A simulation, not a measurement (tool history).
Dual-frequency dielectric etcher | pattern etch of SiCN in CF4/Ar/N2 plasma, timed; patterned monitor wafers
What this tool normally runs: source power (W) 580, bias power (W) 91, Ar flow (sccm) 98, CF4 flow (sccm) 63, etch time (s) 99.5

| run | hour | source power (W) | bias power (W) | Ar flow (sccm) | CF4 flow (sccm) | etch time (s) | read-back reference wafer on the same gauge, depth_nm | mean etch depth across the wafer (angstrom) |
|---|---|---|---|---|---|---|---|---|
| 1 | 0 | 580 | 91 | 98 | 63 | 99.5 | 103 | 1219 |
| 2 | 106.9 | 580 | 91 | 98 | 63 | 99.5 | 103 | 1224 |
| 3 | 121.3 | 580 | 91 | 98 | 63 | 99.5 | 103 | 1220 |
| 4 | 148 | 580 | 91 | 98 | 63 | 99.5 | 102.9 | 1225 |
| 5 | 174 | 580 | 98 | 98 | 63 | 99.5 | 103 | 1246 |
|  | 197.8 | bias power generator calibrated |
|  | 216 | source power generator calibrated |
| 6 | 221.2 | 580 | 98 | 98 | 63 | 99.5 | 103.1 | 1198 |
| 7 | 234.5 | 580 | 91 | 98 | 63 | 99.5 | 103 | 1178 |
| 8 | 246.5 | 580 | 91 | 98 | 63 | 99.5 | 103 | 1173 |
|  | 275.9 | CF4 flow controller replaced |
|  | 298.5 | upper electrode replaced |
|  | 300.9 | wet clean of the chamber |
| 9 | 301.4 | 580 | 91 | 98 | 63 | 99.5 | 103 | 1167 |
| 10 | 301.7 | 580 | 91 | 98 | 74 | 85 | 103 | 1018 |

Run 11, settings as shown, results not yet in. Your forecast:
|  | 315.7 | Ar flow controller replaced |
| 11 | 322.8 | 580 | 91 | 98 | 63 | 99.5 | ? | ? |

Run 11 gave read-back reference wafer on the same gauge, depth_nm 103, mean etch depth across the wafer (angstrom) 1167.
With no hidden state in the tool, this same run would have given mean etch depth across the wafer (angstrom) 1171.

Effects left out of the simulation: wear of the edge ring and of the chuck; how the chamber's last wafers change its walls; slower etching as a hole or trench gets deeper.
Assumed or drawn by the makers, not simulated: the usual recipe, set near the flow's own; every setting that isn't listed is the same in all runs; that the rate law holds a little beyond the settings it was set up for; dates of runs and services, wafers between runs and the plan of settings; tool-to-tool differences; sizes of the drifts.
